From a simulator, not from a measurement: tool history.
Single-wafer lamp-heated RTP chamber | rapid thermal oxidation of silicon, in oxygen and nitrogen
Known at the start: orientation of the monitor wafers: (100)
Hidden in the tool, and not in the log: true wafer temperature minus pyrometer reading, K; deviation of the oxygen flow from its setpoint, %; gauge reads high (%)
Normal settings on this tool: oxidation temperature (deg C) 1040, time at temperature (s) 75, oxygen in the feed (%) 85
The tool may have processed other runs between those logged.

run,hour,oxidation temperature (deg C),time at temperature (s),oxygen in the feed (%),wafers since the last listed run,wafers since the last pyrometer calibration,hours since the oxygen flow controller was replaced,hours since the gauge calibration,"read-back reference wafer on the same gauge, thickness",oxide thickness on the monitor wafer (nm)
1,0,1040,75,85,0,2364,5727.4,16.7,9.563,9.357
2,38.1,1040,75,85,201,2566,5765.5,54.8,9.572,9.367
3,84.6,1040,75,85,246,2812,5812,101.3,9.572,9.369
4,109.6,1040,75,98,132,2945,5837,126.3,9.573,9.861
5,177,1040,75,98,357,3302,5904.4,193.7,9.57,9.888
6,218.3,1040,75,98,218,3521,5945.7,235,9.573,9.886
7,255.6,1063,75,85,197,3718,5983,272.3,9.567,11.008
8,317.8,1040,75,85,329,4048,6045.2,334.5,9.567,9.422
9,373.9,1040,75,85,297,4345,6101.3,390.6,9.573,9.43
10,420.8,1040,75,85,248,4594,6148.2,437.5,9.573,9.438
# hour 450.7: gauge calibrated
11,489.9,1040,75,85,366,4960,6217.3,39.2,9.572,9.45
12,542.6,1040,60,85,279,5239,6270,91.9,9.566,8.582
13,588.4,1040,62,98,242,5482,6315.8,137.7,9.571,9.16
# hour 614.3: oxygen flow controller replaced
14,627.5,1040,75,85,164,5647,13.2,176.8,9.574,9.512
15,683.7,1040,75,85,297,5945,69.4,233,9.571,9.521
16,730,1040,75,85,245,6190,115.7,279.3,9.569,9.551
17,782.5,1055,75,75,278,6468,168.2,331.8,9.57,10.114
# hour 793.9: pyrometer window cleaned and pyrometer calibrated
18,824.7,1040,43,85,181,163,210.4,374,9.566,7.297
19,892.3,1040,75,85,358,521,278,441.6,9.577,9.343
# hour 938.1: gauge calibrated
20,945.7,1060,51,71,282,804,331.4,7.6,9.569,8.449
21,977.3,1023,75,85,167,971,363,39.2,9.57,8.304
22,1031,1013,107,85,284,1256,416.7,92.9,9.565,9.053
23,1064.2,1052,89,98,175,1432,449.9,126.1,9.576,11.514

4 ways to go on from here, each from the tool as it stands after run 23. What would each give?
A,1064.7,1040,91,85,2,1435,450.4,126.6,?,?
B,1064.7,1056,75,85,2,1435,450.4,126.6,?,?
C,1064.7,1018,47,68,2,1435,450.4,126.6,?,?
D,1064.7,1040,94,98,2,1435,450.4,126.6,?,?

run,"read-back reference wafer on the same gauge, thickness",oxide thickness on the monitor wafer (nm)
A,9.566,10.209
B,9.566,10.443
C,9.566,6.03
D,9.566,10.907
Take away the tool's hidden state, keep each run's random variation, and the runs would have read:
run,oxide thickness on the monitor wafer (nm)
A,10.179
B,10.414
C,6.013
D,10.876

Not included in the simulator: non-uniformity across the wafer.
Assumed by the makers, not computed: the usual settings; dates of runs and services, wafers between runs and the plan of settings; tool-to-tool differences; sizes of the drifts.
